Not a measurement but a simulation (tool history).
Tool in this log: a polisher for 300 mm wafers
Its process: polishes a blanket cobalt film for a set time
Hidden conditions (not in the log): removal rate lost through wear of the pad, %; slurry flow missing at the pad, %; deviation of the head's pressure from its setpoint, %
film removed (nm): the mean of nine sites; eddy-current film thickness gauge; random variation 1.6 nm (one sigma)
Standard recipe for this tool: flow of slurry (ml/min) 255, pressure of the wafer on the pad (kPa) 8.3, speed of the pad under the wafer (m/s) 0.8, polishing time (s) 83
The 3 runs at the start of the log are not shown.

run,hour,flow of slurry (ml/min),pressure of the wafer on the pad (kPa),speed of the pad under the wafer (m/s),polishing time (s),wafers since the last listed run,wafers polished on this pad,hours since the slurry nozzle was cleaned,hours since the head pressure was calibrated,"incoming thickness of the incoming film, nm",film removed (nm)
4,78.4,255,9,0.8,83,189,1144,437.6,421.4,1580.7,209.6
5,101.1,255,9,0.8,83,157,1301,460.3,444.1,1560.5,208.3
# hour 118.9: worn pad replaced by a new one
6,128,255,8.3,0.8,63,158,63,487.2,471,1568.9,145.6
7,198.3,255,8.3,0.8,63,487,551,557.5,541.3,1581.6,147.1
8,213.2,255,10.3,0.8,83,103,654,572.4,556.2,1539.8,245
9,240.9,255,10.3,0.8,83,192,846,600.1,583.9,1570,240.5
10,274.8,255,10.3,0.8,83,235,1082,634,617.8,1582.3,241.9
# hour 313.8: worn pad replaced by a new one
11,314.4,255,8.3,0.62,91,247,4,673.6,657.4,1591.5,164.7
12,344.9,255,7.6,0.8,83,211,215,704.1,687.9,1554.2,176.8
13,371.2,255,7.6,0.8,83,182,398,730.4,714.2,1586.7,176.1
# hour 400.1: slurry nozzle cleaned
14,401.9,255,7.6,0.8,83,206,604,1.8,744.9,1581.3,184.4
15,434.6,255,8.3,1,83,226,831,34.5,777.6,1578.5,248.9
16,460.2,255,8.3,1,83,177,1008,60.1,803.2,1581.9,252.3
17,475,255,8.3,1,83,102,1111,74.9,818,1554.4,248.6
# hour 488.3: head pressure recalibrated
# hour 511.6: worn pad replaced by a new one
18,512.1,255,8.3,0.8,83,215,3,112,23.8,1576.7,199.3
19,535.7,255,8.3,1.06,107,163,167,135.6,47.4,1599.1,339.4
20,571.2,255,8.3,0.8,72,246,413,171.1,82.9,1568.7,170.6
21,603.4,220,6.2,0.68,74,223,637,203.3,115.1,1560,108
22,639.2,330,8.3,0.8,101,248,885,239.1,150.9,1566.5,248.7
23,662,255,8.3,0.8,83,158,1043,261.9,173.7,1600.5,197.2

Expected results for the next run?
24,688,255,8.3,0.8,83,180,1224,287.9,199.7,1580.1,?

{"run 24": {"film removed (nm)": 196.4}}
With no hidden state in the tool, this same run would have given film removed (nm) 200.9.

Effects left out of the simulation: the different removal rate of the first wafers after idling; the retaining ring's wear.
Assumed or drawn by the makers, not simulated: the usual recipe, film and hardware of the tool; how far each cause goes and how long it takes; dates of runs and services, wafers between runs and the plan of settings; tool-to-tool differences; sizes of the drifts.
